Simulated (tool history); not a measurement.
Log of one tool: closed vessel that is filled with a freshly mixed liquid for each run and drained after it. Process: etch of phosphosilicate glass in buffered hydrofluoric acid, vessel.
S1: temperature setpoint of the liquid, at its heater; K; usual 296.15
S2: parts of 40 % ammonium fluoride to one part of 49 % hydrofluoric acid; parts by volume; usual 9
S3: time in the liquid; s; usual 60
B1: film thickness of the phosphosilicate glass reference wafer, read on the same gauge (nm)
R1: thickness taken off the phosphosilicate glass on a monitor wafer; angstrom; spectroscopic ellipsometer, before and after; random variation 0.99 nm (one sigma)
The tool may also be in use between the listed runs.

run,hour,S1,S2,S3,B1,R1
1,0,296.15,9,60,70.03,3113.8
2,24.2,296.15,9,60,69.99,3116.1
3,51.4,296.15,9,60,70.03,3118.1
4,73.4,296.15,9,60,69.99,3113.4
5,91.5,296.15,9,55,70.03,2858.8
6,104.4,296.15,9,55,70.01,2853.2
7,131.8,296.15,9,55,70,2862.8
8,148.8,296.15,9,60,70,3120.6
9,172.6,296.15,9,60,70.02,3107.7
10,201,294.15,9,30,70,1390.8
11,213.3,296.15,9,30,70.02,1560.1
12,240.9,300.15,10.5,70,70,3899.7
# hour 246.6: thermometer replaced
# hour 268.4: hydrofluoric acid flow meter replaced
13,315.1,291.15,9,75,70.02,3006
# hour 322.9: gauge calibrated
14,339.9,296.15,9,60,70.03,3187.5
15,367.4,296.15,9,60,70.01,3207.5
16,379.6,294.15,5.5,90,70.01,6939
17,411.4,296.15,9,60,69.98,3179.5
18,447.3,296.15,6.5,60,69.99,4464.9
19,480,296.15,12.5,60,69.98,2396.5

Some steps in R1 between neighbouring runs. How much of each would the tool show without its hidden state too (settings, what came in, random variation), and how much is left for the hidden state, with any gauge scatter that isn't in both results?
The hidden state here: liquid hotter than its thermometer reads (K); hydrofluoric acid flow below the setpoint (%); gauge reads high (%).
Run 12 -> 13: S1 300.15 -> 291.15, S2 10.5 -> 9, S3 70 -> 75, thermometer replaced, hydrofluoric acid flow meter replaced. R1 -893.7 angstrom: hidden state +244.7, all else -1138.4.
Run 16 -> 17: S1 294.15 -> 296.15, S2 5.5 -> 9, S3 90 -> 60. R1 -3759.5 angstrom: hidden state +5.8, all else -3765.3.
